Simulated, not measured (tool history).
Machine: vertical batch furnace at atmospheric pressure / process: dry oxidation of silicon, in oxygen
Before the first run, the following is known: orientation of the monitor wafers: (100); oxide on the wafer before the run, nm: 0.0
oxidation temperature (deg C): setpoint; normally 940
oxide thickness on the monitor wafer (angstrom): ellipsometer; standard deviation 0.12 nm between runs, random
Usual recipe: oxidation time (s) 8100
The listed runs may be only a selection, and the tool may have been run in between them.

run     day  oxidation temperature (deg C)  oxidation time (s)  wafers since the last listed run  hours since the last temperature calibration  hours since the boat lift was adjusted  hours since the gauge calibration  read-back reference wafer on the same gauge, thickness  oxide thickness on the monitor wafer (angstrom)
  1   0.000                            940                9720                                 0                                        4058.1                                  5814.7                              293.4                                                   51.69                                            575.3
  2   1.012                            953                6060                               255                                        4082.4                                  5839.0                              317.7                                                   51.69                                            466.0
  3   2.383                            953                6060                               345                                        4115.3                                  5871.9                              350.6                                                   51.68                                            464.9
  4   2.842                            953                6060                               115                                        4126.3                                  5882.9                              361.6                                                   51.68                                            466.4
  5   3.221                            958                8100                                95                                        4135.4                                  5892.0                              370.7                                                   51.72                                            599.9
  6   4.108                            958                8100                               223                                        4156.7                                  5913.3                              392.0                                                   51.70                                            597.2
  7   4.875                            958                8100                               193                                        4175.1                                  5931.7                              410.4                                                   51.71                                            593.9
  8   7.796                            946                8100                               735                                        4245.2                                  6001.8                              480.5                                                   51.71                                            535.6
  9   8.421                            946                8100                               157                                        4260.2                                  6016.8                              495.5                                                   51.76                                            536.3
 10   9.229                            946                8100                               203                                        4279.6                                  6036.2                              514.9                                                   51.72                                            532.9
 11   9.646                            924                8100                               104                                        4289.6                                  6046.2                              524.9                                                   51.67                                            425.2
 12  10.025                            924                8100                                95                                        4298.7                                  6055.3                              534.0                                                   51.69                                            425.7
 13  10.958                            940                8100                               235                                        4321.1                                  6077.7                              556.4                                                   51.73                                            502.2
 14  11.483                            940                8100                               132                                        4333.7                                  6090.3                              569.0                                                   51.67                                            505.4
 15  12.479                            940                8100                               250                                        4357.6                                  6114.2                              592.9                                                   51.72                                            505.4
 16  13.112                            940                8100                               159                                        4372.8                                  6129.4                              608.1                                                   51.70                                            506.6
 17  14.162                            960                4770                               264                                        4398.0                                  6154.6                              633.3                                                   51.74                                            420.8
 18  15.092                            940                8100                               234                                        4420.3                                  6176.9                              655.6                                                   51.70                                            505.5
 19  15.812                            940                8100                               181                                        4437.6                                  6194.2                              672.9                                                   51.71                                            506.1
 20  16.292                            940                8100                               120                                        4449.1                                  6205.7                              684.4                                                   51.70                                            505.3
     18.038  -- thermocouples replaced and temperature profile calibrated
 21  18.058                            940                8100                               193                                           0.5                                  6248.1                              726.8                                                   51.71                                            477.1
 22  20.017                            952                5610                               493                                          47.5                                  6295.1                              773.8                                                   51.70                                            417.0
 23  22.950                            957               11370                               739                                         117.9                                  6365.5                              844.2                                                   51.69                                            722.5
 24  23.904                            954                8100                               240                                         140.8                                  6388.4                              867.1                                                   51.72                                            549.7
     23.962  -- gauge calibrated
     25.429  -- boat lift adjusted
 25  25.450                            961                9810                               137                                         177.9                                     0.5                               35.7                                                   51.68                                            671.4
 26  27.350                            959                4140                               478                                         223.5                                    46.1                               81.3                                                   51.72                                            361.8
 27  27.988                            929               10530                               160                                         238.8                                    61.4                               96.6                                                   51.66                                            511.3
 28  28.950                            962               10650                               242                                         261.9                                    84.5                              119.7                                                   51.71                                            722.4
 29  29.338                            961               12060                                97                                         271.2                                    93.8                              129.0                                                   51.70                                            781.4
 30  29.829                            963                5610                               123                                         283.0                                   105.6                              140.8                                                   51.69                                            460.2
 31  30.708                            960               11370                               221                                         304.1                                   126.7                              161.9                                                   51.68                                            741.9
 32  31.108                            915                6840                               100                                         313.7                                   136.3                              171.5                                                   51.71                                            325.1
 33  31.575                            940                8100                               117                                         324.9                                   147.5                              182.7                                                   51.73                                            475.4
 34  32.150                            940                8100                               144                                         338.7                                   161.3                              196.5                                                   51.71                                            477.4
 35  32.788                            940                6030                               160                                         354.0                                   176.6                              211.8                                                   51.71                                            386.6
 36  33.379                            917                5940                               149                                         368.2                                   190.8                              226.0                                                   51.69                                            302.4
 37  33.804                            954               11400                               107                                         378.4                                   201.0                              236.2                                                   51.73                                            704.1
 38  34.833                            949                4860                               259                                         403.1                                   225.7                              260.9                                                   51.70                                            367.0
 39  35.454                            940                8100                               156                                         418.0                                   240.6                              275.8                                                   51.71                                            476.2

Some steps in oxide thickness on the monitor wafer (angstrom), run to run, broken into two amounts with sign: the step expected even without the hidden condition (settings, incoming material, random variation), and the rest, left for the hidden condition together with whatever gauge scatter is not in both the measured and the hidden-condition-free result:
The hidden state here: true tube temperature minus thermocouple reading, K; monitor wafer colder than the profiled boat position, K; gauge reads high (%).
Run 16 -> 17: oxidation temperature (deg C) 940 -> 960, oxidation time (s) 8100 -> 4770. oxide thickness on the monitor wafer (angstrom) -85.8: hidden state -10.4, all else -75.4.
Run 17 -> 18: oxidation temperature (deg C) 960 -> 940, oxidation time (s) 4770 -> 8100. oxide thickness on the monitor wafer (angstrom) +84.7: hidden state +10.6, all else +74.1.
Run 20 -> 21: thermocouples replaced and temperature profile calibrated. oxide thickness on the monitor wafer (angstrom) -28.2: hidden state -30.2, all else +2.0.
Run 31 -> 32: oxidation temperature (deg C) 960 -> 915, oxidation time (s) 11370 -> 6840. oxide thickness on the monitor wafer (angstrom) -416.8: hidden state -1.3, all else -415.5.
Run 36 -> 37: oxidation temperature (deg C) 917 -> 954, oxidation time (s) 5940 -> 11400. oxide thickness on the monitor wafer (angstrom) +401.7: hidden state +2.0, all else +399.7.
Run 37 -> 38: oxidation temperature (deg C) 954 -> 949, oxidation time (s) 11400 -> 4860. oxide thickness on the monitor wafer (angstrom) -337.1: hidden state -1.5, all else -335.6.
